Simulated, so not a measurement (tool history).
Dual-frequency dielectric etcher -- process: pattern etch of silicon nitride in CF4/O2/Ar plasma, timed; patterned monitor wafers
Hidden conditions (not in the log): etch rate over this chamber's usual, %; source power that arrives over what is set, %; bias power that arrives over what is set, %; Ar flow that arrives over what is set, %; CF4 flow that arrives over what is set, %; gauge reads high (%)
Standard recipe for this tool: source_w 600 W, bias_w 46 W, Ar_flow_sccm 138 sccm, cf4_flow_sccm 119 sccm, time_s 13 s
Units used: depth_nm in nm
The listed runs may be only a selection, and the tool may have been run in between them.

run    hour  source_w  bias_w  Ar_flow_sccm  cf4_flow_sccm  time_s  wafers since the last listed run  hours since the last wet clean  hours since the last source power generator calibration  hours since the last bias power generator calibration  hours since the last Ar flow controller change  hours since the last CF4 flow controller change  hours since the last upper electrode change  hours since the gauge calibration  read-back reference wafer on the same gauge, depth_nm  depth_nm
  1       0       600      46           138            119      13                                 0                           511.4                                                   4052.6                                                  127.9                                           394.8                                           4294.8                                       4006.3                             3038.9                                                   22.8     26.51
  2    76.7       600      46           138            119      13                               993                           588.1                                                   4129.3                                                  204.6                                           471.5                                           4371.5                                         4083                             3115.6                                                   22.8     26.62
  3   140.2       640      46           138             97      10                               822                           651.6                                                   4192.8                                                  268.1                                             535                                             4435                                       4146.5                             3179.1                                                  22.78     21.17
      171.1  -- wet clean of the chamber
  4     220       600      46           138            119     9.5                               723                            48.9                                                   4272.6                                                  347.9                                           614.8                                           4514.8                                       4226.3                             3258.9                                                  22.81     19.27
  5   317.8       600      39           138            139      13                              1267                           146.7                                                   4370.4                                                  445.7                                           712.6                                           4612.6                                       4324.1                             3356.7                                                  22.81      25.9
  6   360.4       600      46           138            119      13                               552                           189.3                                                     4413                                                  488.3                                           755.2                                           4655.2                                       4366.7                             3399.3                                                   22.8     26.56
      386.7  -- source power generator calibrated
  7   411.6       480      52           138            133    15.5                               611                           240.5                                                     24.9                                                  539.5                                           806.4                                           4706.4                                       4417.9                             3450.5                                                   22.8      26.9
  8   507.7       670      49           157            111      13                              1245                           336.6                                                      121                                                  635.6                                           902.5                                           4802.5                                         4514                             3546.6                                                   22.8     29.28
        547  -- CF4 flow controller replaced
  9   558.9       600      46           138            141    16.5                               585                           387.8                                                    172.2                                                  686.8                                           953.7                                             11.9                                       4565.2                             3597.8                                                   22.8     34.42
 10     624       520      46           119            119      13                               843                           452.9                                                    237.3                                                  751.9                                          1018.8                                               77                                       4630.3                             3662.9                                                   22.8      23.7
      650.8  -- gauge calibrated
 11   708.1       600      46           138            119      13                              1089                             537                                                    321.4                                                    836                                          1102.9                                            161.1                                       4714.4                               57.3                                                   22.8     26.92
 12   788.1       600      53           138            142      13                              1036                             617                                                    401.4                                                    916                                          1182.9                                            241.1                                       4794.4                              137.3                                                   22.8     28.45
      822.1  -- upper electrode replaced
      904.4  -- wet clean of the chamber
 13   936.6       600      46           138            105      13                              1302                            32.2                                                    549.9                                                 1064.5                                          1331.4                                            389.6                                        114.5                              285.8                                                  22.81     25.89
 14  1011.8       670      52           138            119      13                               974                           107.4                                                    625.1                                                 1139.7                                          1406.6                                            464.8                                        189.7                                361                                                  22.79     30.12
 15    1302       600      46           138            119      13                              3760                           397.6                                                    915.3                                                 1429.9                                          1696.8                                              755                                        479.9                              651.2                                                  22.81      26.7
 16  1404.4       690      43           138            119    16.5                              1326                             500                                                   1017.7                                                 1532.3                                          1799.2                                            857.4                                        582.3                              753.6                                                   22.8     38.13
 17  1443.6       650      46           151            101      13                               507                           539.2                                                   1056.9                                                 1571.5                                          1838.4                                            896.6                                        621.5                              792.8                                                   22.8     28.02
 18  1516.7       600      46           155            119      13                               947                           612.3                                                     1130                                                 1644.6                                          1911.5                                            969.7                                        694.6                              865.9                                                  22.81      26.7
 19  1623.7       600      55           105            119    10.5                              1386                           719.3                                                     1237                                                 1751.6                                          2018.5                                           1076.7                                        801.6                              972.9                                                  22.81     23.42
     1660.2  -- wet clean of the chamber
 20  1715.2       640      58           138            119      15                               874                              55                                                   1328.5                                                 1843.1                                            2110                                           1168.2                                        893.1                             1064.4                                                   22.8      34.7

Run-by-run hidden state of the tool:
source power that arrives over what is set, %: 0, the same for each run
Ar flow that arrives over what is set, %: 0, the same for each run
CF4 flow that arrives over what is set, %: 0, the same for each run
gauge reads high (%): 0, the same for each run
H1: etch rate over this chamber's usual, %
H2: bias power that arrives over what is set, %
run     H1     H2
  1   1.33  0.724
  2   1.58  0.921
  3   1.78   1.08
  4  0.317   1.29
  5  0.629   1.54
  6  0.765   1.65
  7  0.929   1.78
  8   1.24   2.03
  9    1.4   2.16
 10   1.61   2.33
 11   1.88   2.54
 12   2.13   2.75
 13  0.114   3.13
 14  0.354   3.32
 15   1.28   4.07
 16   1.61   4.33
 17   1.73   4.43
 18   1.97   4.62
 19   2.31   4.89
 20   0.31   5.13
